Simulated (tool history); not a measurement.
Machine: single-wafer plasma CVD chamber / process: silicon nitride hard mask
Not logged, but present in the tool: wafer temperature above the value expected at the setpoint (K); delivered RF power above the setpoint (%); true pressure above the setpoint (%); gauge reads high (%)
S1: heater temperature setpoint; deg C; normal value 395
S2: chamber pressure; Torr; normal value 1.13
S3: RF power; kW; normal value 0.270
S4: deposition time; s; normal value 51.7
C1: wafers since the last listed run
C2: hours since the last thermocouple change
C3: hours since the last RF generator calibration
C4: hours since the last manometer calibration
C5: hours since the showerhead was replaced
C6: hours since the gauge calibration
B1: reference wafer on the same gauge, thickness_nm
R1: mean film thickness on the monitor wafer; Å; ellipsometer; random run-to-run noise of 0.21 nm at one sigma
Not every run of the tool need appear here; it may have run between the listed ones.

{"run": 1, "hour": 0.0, "S1": 395, "S2": 1.13, "S3": 0.3, "S4": 51.7, "C1": 0, "C2": 283.5, "C3": 1456.7, "C4": 954.3, "C5": 3570.5, "C6": 493.7, "B1": 46.494, "R1": 453.56}
{"run": 2, "hour": 71.4, "S1": 395, "S2": 1.22, "S3": 0.27, "S4": 51.7, "C1": 867, "C2": 354.9, "C3": 1528.1, "C4": 1025.7, "C5": 3641.9, "C6": 565.1, "B1": 46.504, "R1": 438.17}
{"run": 3, "hour": 109.8, "S1": 395, "S2": 1.22, "S3": 0.27, "S4": 51.7, "C1": 466, "C2": 393.3, "C3": 1566.5, "C4": 1064.1, "C5": 3680.3, "C6": 603.5, "B1": 46.529, "R1": 439.63}
{"run": 4, "hour": 161.1, "S1": 395, "S2": 1.22, "S3": 0.27, "S4": 51.7, "C1": 623, "C2": 444.6, "C3": 1617.8, "C4": 1115.4, "C5": 3731.6, "C6": 654.8, "B1": 46.536, "R1": 439.46}
{"run": 5, "hour": 253.4, "S1": 395, "S2": 1.13, "S3": 0.27, "S4": 51.7, "C1": 1122, "C2": 536.9, "C3": 1710.1, "C4": 1207.7, "C5": 3823.9, "C6": 747.1, "B1": 46.534, "R1": 429.1}
{"run": 6, "hour": 345.9, "S1": 395, "S2": 1.13, "S3": 0.27, "S4": 51.7, "C1": 1124, "C2": 629.4, "C3": 1802.6, "C4": 1300.2, "C5": 3916.4, "C6": 839.6, "B1": 46.466, "R1": 426.47}
{"run": 7, "hour": 443.9, "S1": 395, "S2": 1.13, "S3": 0.27, "S4": 51.7, "C1": 1191, "C2": 727.4, "C3": 1900.6, "C4": 1398.2, "C5": 4014.4, "C6": 937.6, "B1": 46.455, "R1": 428.63}
{"hour": 460.3, "done": "RF generator calibrated"}
{"run": 8, "hour": 524.9, "S1": 395, "S2": 1.13, "S3": 0.27, "S4": 51.7, "C1": 887, "C2": 808.4, "C3": 64.6, "C4": 1479.2, "C5": 4095.4, "C6": 1018.6, "B1": 46.491, "R1": 450.93}
{"run": 9, "hour": 598.4, "S1": 395, "S2": 1.13, "S3": 0.27, "S4": 51.7, "C1": 893, "C2": 881.9, "C3": 138.1, "C4": 1552.7, "C5": 4168.9, "C6": 1092.1, "B1": 46.498, "R1": 451.66}
{"run": 10, "hour": 661.5, "S1": 395, "S2": 1.13, "S3": 0.27, "S4": 51.7, "C1": 767, "C2": 945.0, "C3": 201.2, "C4": 1615.8, "C5": 4232.0, "C6": 1155.2, "B1": 46.477, "R1": 445.35}
{"run": 11, "hour": 709.1, "S1": 395, "S2": 1.26, "S3": 0.23, "S4": 51.7, "C1": 578, "C2": 992.6, "C3": 248.8, "C4": 1663.4, "C5": 4279.6, "C6": 1202.8, "B1": 46.495, "R1": 418.66}
{"hour": 774.9, "done": "showerhead replaced"}
{"run": 12, "hour": 791.2, "S1": 395, "S2": 1.26, "S3": 0.23, "S4": 51.7, "C1": 900, "C2": 1074.7, "C3": 330.9, "C4": 1745.5, "C5": 16.3, "C6": 1284.9, "B1": 46.455, "R1": 416.03}
{"run": 13, "hour": 888.2, "S1": 390, "S2": 1.3, "S3": 0.32, "S4": 51.7, "C1": 1179, "C2": 1171.7, "C3": 427.9, "C4": 1842.5, "C5": 113.3, "C6": 1381.9, "B1": 46.495, "R1": 502.31}
{"run": 14, "hour": 963.4, "S1": 386, "S2": 1.33, "S3": 0.29, "S4": 58.3, "C1": 914, "C2": 1246.9, "C3": 503.1, "C4": 1917.7, "C5": 188.5, "C6": 1457.1, "B1": 46.502, "R1": 536.87}
{"hour": 1023.2, "done": "thermocouple changed; heater temperature recalibrated"}
{"run": 15, "hour": 1058.0, "S1": 395, "S2": 1.13, "S3": 0.27, "S4": 51.7, "C1": 1052, "C2": 34.8, "C3": 597.7, "C4": 2012.3, "C5": 283.1, "C6": 1551.7, "B1": 46.481, "R1": 441.97}
{"hour": 1067.9, "done": "capacitance manometer re-zeroed and calibrated"}
{"hour": 1097.6, "done": "gauge calibrated"}
{"run": 16, "hour": 1102.6, "S1": 390, "S2": 1.3, "S3": 0.32, "S4": 51.7, "C1": 444, "C2": 79.4, "C3": 642.3, "C4": 34.7, "C5": 327.7, "C6": 5.0, "B1": 46.501, "R1": 494.03}
{"run": 17, "hour": 1170.8, "S1": 395, "S2": 0.87, "S3": 0.305, "S4": 51.7, "C1": 829, "C2": 147.6, "C3": 710.5, "C4": 102.9, "C5": 395.9, "C6": 73.2, "B1": 46.483, "R1": 438.56}
{"run": 18, "hour": 1241.5, "S1": 395, "S2": 1.13, "S3": 0.27, "S4": 46.2, "C1": 859, "C2": 218.3, "C3": 781.2, "C4": 173.6, "C5": 466.6, "C6": 143.9, "B1": 46.511, "R1": 391.74}
{"run": 19, "hour": 1323.0, "S1": 395, "S2": 1.13, "S3": 0.27, "S4": 57.8, "C1": 990, "C2": 299.8, "C3": 862.7, "C4": 255.1, "C5": 548.1, "C6": 225.4, "B1": 46.487, "R1": 486.46}
{"run": 20, "hour": 1397.2, "S1": 395, "S2": 1.13, "S3": 0.235, "S4": 51.7, "C1": 901, "C2": 374.0, "C3": 936.9, "C4": 329.3, "C5": 622.3, "C6": 299.6, "B1": 46.526, "R1": 406.01}
{"run": 21, "hour": 1501.5, "S1": 395, "S2": 1.13, "S3": 0.27, "S4": 51.7, "C1": 1267, "C2": 478.3, "C3": 1041.2, "C4": 433.6, "C5": 726.6, "C6": 403.9, "B1": 46.534, "R1": 431.39}
{"run": 22, "hour": 1577.6, "S1": 404, "S2": 0.85, "S3": 0.235, "S4": 47.0, "C1": 925, "C2": 554.4, "C3": 1117.3, "C4": 509.7, "C5": 802.7, "C6": 480.0, "B1": 46.455, "R1": 344.6}
{"run": 23, "hour": 1641.2, "S1": 395, "S2": 1.4, "S3": 0.27, "S4": 51.7, "C1": 773, "C2": 618.0, "C3": 1180.9, "C4": 573.3, "C5": 866.3, "C6": 543.6, "B1": 46.521, "R1": 453.98}
{"run": 24, "hour": 1744.0, "S1": 389, "S2": 1.13, "S3": 0.31, "S4": 51.7, "C1": 1249, "C2": 720.8, "C3": 1283.7, "C4": 676.1, "C5": 969.1, "C6": 646.4, "B1": 46.491, "R1": 469.39}
{"run": 25, "hour": 1813.7, "S1": 381, "S2": 1.13, "S3": 0.27, "S4": 48.8, "C1": 847, "C2": 790.5, "C3": 1353.4, "C4": 745.8, "C5": 1038.8, "C6": 716.1, "B1": 46.468, "R1": 408.66}
{"run": 26, "hour": 1862.4, "S1": 395, "S2": 1.13, "S3": 0.27, "S4": 51.7, "C1": 592, "C2": 839.2, "C3": 1402.1, "C4": 794.5, "C5": 1087.5, "C6": 764.8, "B1": 46.526, "R1": 433.05}
{"run": 27, "hour": 1949.4, "S1": 395, "S2": 1.13, "S3": 0.27, "S4": 51.7, "C1": 1057, "C2": 926.2, "C3": 1489.1, "C4": 881.5, "C5": 1174.5, "C6": 851.8, "B1": 46.477, "R1": 431.23}
{"run": 28, "hour": 2006.0, "S1": 395, "S2": 1.13, "S3": 0.27, "S4": 51.7, "C1": 688, "C2": 982.8, "C3": 1545.7, "C4": 938.1, "C5": 1231.1, "C6": 908.4, "B1": 46.45, "R1": 430.11}

Hidden state or all else? Some run-to-run changes of R1, split into what the settings, what came in and random variation would give without the hidden state, and what is left for the hidden state (with any gauge scatter that isn't in both results):
Run 7 -> 8: RF generator calibrated. R1 +22.30 Å: hidden state +20.11, all else +2.19.
Run 14 -> 15: S1 386 -> 395, S2 1.33 -> 1.13, S3 0.290 -> 0.270, S4 58.3 -> 51.7, thermocouple changed; heater temperature recalibrated. R1 -94.90 Å: hidden state +0.76, all else -95.66.
Run 22 -> 23: S1 404 -> 395, S2 0.85 -> 1.40, S3 0.235 -> 0.270, S4 47.0 -> 51.7. R1 +109.38 Å: hidden state -4.97, all else +114.35.

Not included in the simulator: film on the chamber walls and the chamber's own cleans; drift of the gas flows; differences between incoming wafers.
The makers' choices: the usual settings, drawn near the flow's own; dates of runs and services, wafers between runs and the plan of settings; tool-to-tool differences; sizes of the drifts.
